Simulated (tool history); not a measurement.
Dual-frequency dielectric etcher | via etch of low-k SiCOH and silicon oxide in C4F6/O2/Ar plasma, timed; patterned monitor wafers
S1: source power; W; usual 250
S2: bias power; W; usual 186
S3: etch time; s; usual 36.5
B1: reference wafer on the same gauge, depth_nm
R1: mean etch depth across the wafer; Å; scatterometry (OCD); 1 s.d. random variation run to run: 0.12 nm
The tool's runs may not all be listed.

run 1 hour=0.0 | S1=250 S2=186 S3=36.5 | B1=69.5 | R1=825
run 2 hour=8.1 | S1=250 S2=186 S3=36.5 | B1=69.5 | R1=825
run 3 hour=22.5 | S1=250 S2=186 S3=36.5 | B1=69.5 | R1=826
run 4 hour=32.8 | S1=250 S2=186 S3=36.5 | B1=69.5 | R1=824
run 5 hour=39.2 | S1=250 S2=186 S3=36.5 | B1=69.5 | R1=825
-- hour=49.7 bias power generator calibrated
run 6 hour=54.1 | S1=250 S2=186 S3=36.5 | B1=69.5 | R1=827
run 7 hour=70.0 | S1=250 S2=186 S3=36.5 | B1=69.5 | R1=823
run 8 hour=77.2 | S1=250 S2=186 S3=36.5 | B1=69.5 | R1=824
run 9 hour=83.2 | S1=250 S2=186 S3=36.5 | B1=69.5 | R1=828
-- hour=85.4 gauge calibrated
run 10 hour=100.1 | S1=250 S2=186 S3=36.5 | B1=69.5 | R1=827
-- hour=130.3 source power generator calibrated
-- hour=131.5 wet clean of the chamber
-- hour=152.2 upper electrode replaced
run 11 hour=152.7 | S1=270 S2=186 S3=32.5 | B1=69.5 | R1=740
run 12 hour=153.1 | S1=270 S2=186 S3=32.5 | B1=69.5 | R1=739
run 13 hour=153.4 | S1=270 S2=186 S3=30.5 | B1=69.5 | R1=693
run 14 hour=153.7 | S1=220 S2=201 S3=45.0 | B1=69.5 | R1=1021
run 15 hour=166.1 | S1=250 S2=186 S3=36.5 | B1=69.5 | R1=818
run 16 hour=177.1 | S1=250 S2=186 S3=36.5 | B1=69.5 | R1=816
run 17 hour=184.6 | S1=230 S2=215 S3=41.5 | B1=69.5 | R1=983
run 18 hour=192.7 | S1=250 S2=186 S3=36.5 | B1=69.5 | R1=815
run 19 hour=199.2 | S1=300 S2=227 S3=45.5 | B1=69.5 | R1=1169
run 20 hour=212.2 | S1=200 S2=186 S3=44.5 | B1=69.5 | R1=954
run 21 hour=227.5 | S1=200 S2=168 S3=27.5 | B1=69.5 | R1=559
run 22 hour=233.8 | S1=220 S2=145 S3=40.0 | B1=69.5 | R1=762
run 23 hour=245.7 | S1=250 S2=186 S3=36.5 | B1=69.5 | R1=819
run 24 hour=262.8 | S1=250 S2=186 S3=36.5 | B1=69.5 | R1=819
run 25 hour=270.3 | S1=300 S2=171 S3=36.5 | B1=69.5 | R1=814
run 26 hour=285.7 | S1=270 S2=217 S3=36.5 | B1=69.5 | R1=904
-- hour=286.0 gauge calibrated
run 27 hour=293.3 | S1=250 S2=141 S3=46.5 | B1=69.5 | R1=897
run 28 hour=334.6 | S1=290 S2=140 S3=32.0 | B1=69.5 | R1=636
run 29 hour=350.0 | S1=200 S2=219 S3=28.5 | B1=69.5 | R1=668
run 30 hour=358.9 | S1=250 S2=186 S3=31.5 | B1=69.5 | R1=711
run 31 hour=368.1 | S1=250 S2=186 S3=36.5 | B1=69.5 | R1=822

Consider 3 possible next runs. They are alternatives, not a sequence: every one starts from the tool as it was left by run 31. What does each give?
run A hour=368.5 | S1=250 S2=186 S3=36.5 | B1=? | R1=?
run B hour=368.5 | S1=250 S2=148 S3=44.0 | B1=? | R1=?
run C hour=368.5 | S1=200 S2=166 S3=27.0 | B1=? | R1=?

run=A B1=69.5 R1=822
run=B B1=69.5 R1=875
run=C B1=69.5 R1=547
What these runs would have given with no unlogged condition in the tool:
run=A R1=816
run=B R1=868
run=C R1=543

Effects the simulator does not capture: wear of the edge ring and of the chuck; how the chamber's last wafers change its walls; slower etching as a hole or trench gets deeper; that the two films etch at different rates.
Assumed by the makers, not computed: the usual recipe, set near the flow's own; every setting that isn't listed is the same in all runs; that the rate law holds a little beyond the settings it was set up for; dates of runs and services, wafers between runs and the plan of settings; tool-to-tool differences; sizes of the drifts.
